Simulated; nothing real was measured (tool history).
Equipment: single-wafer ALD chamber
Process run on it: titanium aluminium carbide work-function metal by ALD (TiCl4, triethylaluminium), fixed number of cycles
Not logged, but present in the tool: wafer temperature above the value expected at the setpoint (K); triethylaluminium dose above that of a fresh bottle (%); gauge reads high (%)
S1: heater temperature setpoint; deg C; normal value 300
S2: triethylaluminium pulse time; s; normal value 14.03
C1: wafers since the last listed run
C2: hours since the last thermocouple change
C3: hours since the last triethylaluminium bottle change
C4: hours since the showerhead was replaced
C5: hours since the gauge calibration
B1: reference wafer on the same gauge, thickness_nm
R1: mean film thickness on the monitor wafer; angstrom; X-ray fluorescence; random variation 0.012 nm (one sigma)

| run | hour | S1 | S2 | C1 | C2 | C3 | C4 | C5 | B1 | R1 |
|---|---|---|---|---|---|---|---|---|---|---|
| 1 | 0.0 | 300 | 14.03 | 0 | 1984.8 | 225.3 | 4329.5 | 417.4 | 2.022 | 19.69 |
| 2 | 9.8 | 300 | 11.41 | 114 | 1994.6 | 235.1 | 4339.3 | 427.2 | 2.019 | 18.45 |
| 3 | 23.9 | 300 | 11.41 | 164 | 2008.7 | 249.2 | 4353.4 | 441.3 | 2.020 | 18.43 |
| 4 | 35.4 | 300 | 14.03 | 134 | 2020.2 | 260.7 | 4364.9 | 452.8 | 2.022 | 19.51 |
| 5 | 47.0 | 300 | 14.03 | 135 | 2031.8 | 272.3 | 4376.5 | 464.4 | 2.021 | 19.81 |
| 6 | 94.7 | 300 | 14.03 | 556 | 2079.5 | 320.0 | 4424.2 | 512.1 | 2.020 | 19.60 |
| 7 | 110.7 | 312 | 12.46 | 186 | 2095.5 | 336.0 | 4440.2 | 528.1 | 2.019 | 20.25 |
|  | 127.9 | thermocouple changed; heater temperature recalibrated |
| 8 | 128.4 | 312 | 12.46 | 113 | 0.5 | 353.7 | 4457.9 | 545.8 | 2.017 | 20.16 |
| 9 | 138.8 | 300 | 14.03 | 121 | 10.9 | 364.1 | 4468.3 | 556.2 | 2.020 | 19.50 |
| 10 | 152.8 | 300 | 14.03 | 163 | 24.9 | 378.1 | 4482.3 | 570.2 | 2.019 | 19.57 |
| 11 | 167.1 | 300 | 14.03 | 166 | 39.2 | 392.4 | 4496.6 | 584.5 | 2.020 | 19.30 |
| 12 | 181.5 | 309 | 14.03 | 168 | 53.6 | 406.8 | 4511.0 | 598.9 | 2.020 | 20.23 |
| 13 | 192.2 | 309 | 14.03 | 124 | 64.3 | 417.5 | 4521.7 | 609.6 | 2.021 | 20.49 |
| 14 | 198.6 | 292 | 18.38 | 74 | 70.7 | 423.9 | 4528.1 | 616.0 | 2.019 | 19.33 |
|  | 203.5 | gauge calibrated |
| 15 | 207.8 | 294 | 11.69 | 107 | 79.9 | 433.1 | 4537.3 | 4.3 | 2.021 | 18.04 |
| 16 | 218.7 | 300 | 14.03 | 127 | 90.8 | 444.0 | 4548.2 | 15.2 | 2.020 | 19.56 |
| 17 | 226.6 | 313 | 8.55 | 92 | 98.7 | 451.9 | 4556.1 | 23.1 | 2.017 | 16.02 |
| 18 | 241.6 | 300 | 14.03 | 175 | 113.7 | 466.9 | 4571.1 | 38.1 | 2.017 | 19.43 |
| 19 | 254.0 | 312 | 14.03 | 144 | 126.1 | 479.3 | 4583.5 | 50.5 | 2.020 | 20.65 |
|  | 264.8 | triethylaluminium bottle replaced |
| 20 | 265.2 | 293 | 16.02 | 37 | 137.3 | 0.4 | 4594.7 | 61.7 | 2.019 | 19.48 |
| 21 | 283.1 | 285 | 10.62 | 209 | 155.2 | 18.3 | 4612.6 | 79.6 | 2.018 | 18.01 |
|  | 311.6 | showerhead replaced, of another model than before |
| 22 | 334.3 | 288 | 14.03 | 504 | 206.4 | 69.5 | 22.7 | 130.8 | 2.022 | 19.11 |
| 23 | 346.4 | 315 | 14.03 | 141 | 218.5 | 81.6 | 34.8 | 142.9 | 2.018 | 21.50 |
| 24 | 352.5 | 314 | 15.72 | 71 | 224.6 | 87.7 | 40.9 | 149.0 | 2.021 | 21.83 |
| 25 | 367.4 | 300 | 18.56 | 173 | 239.5 | 102.6 | 55.8 | 163.9 | 2.016 | 20.38 |
| 26 | 376.2 | 311 | 18.09 | 102 | 248.3 | 111.4 | 64.6 | 172.7 | 2.022 | 21.38 |
| 27 | 394.4 | 313 | 9.37 | 212 | 266.5 | 129.6 | 82.8 | 190.9 | 2.020 | 20.20 |
| 28 | 409.8 | 314 | 15.72 | 179 | 281.9 | 145.0 | 98.2 | 206.3 | 2.020 | 21.58 |
| 29 | 424.7 | 304 | 12.37 | 173 | 296.8 | 159.9 | 113.1 | 221.2 | 2.021 | 20.24 |
| 30 | 436.7 | 300 | 14.03 | 140 | 308.8 | 171.9 | 125.1 | 233.2 | 2.017 | 19.94 |
| 31 | 453.5 | 287 | 10.68 | 196 | 325.6 | 188.7 | 141.9 | 250.0 | 2.021 | 18.24 |

Estimate the outcome of run 32 from the log above:
| 32 | 463.0 | 300 | 14.03 | 110 | 335.1 | 198.2 | 151.4 | 259.5 | ? | ? |

B1: 2.020
R1: 19.92 angstrom
Had the tool carried no hidden state, the very same run would have given R1 20.19 angstrom.

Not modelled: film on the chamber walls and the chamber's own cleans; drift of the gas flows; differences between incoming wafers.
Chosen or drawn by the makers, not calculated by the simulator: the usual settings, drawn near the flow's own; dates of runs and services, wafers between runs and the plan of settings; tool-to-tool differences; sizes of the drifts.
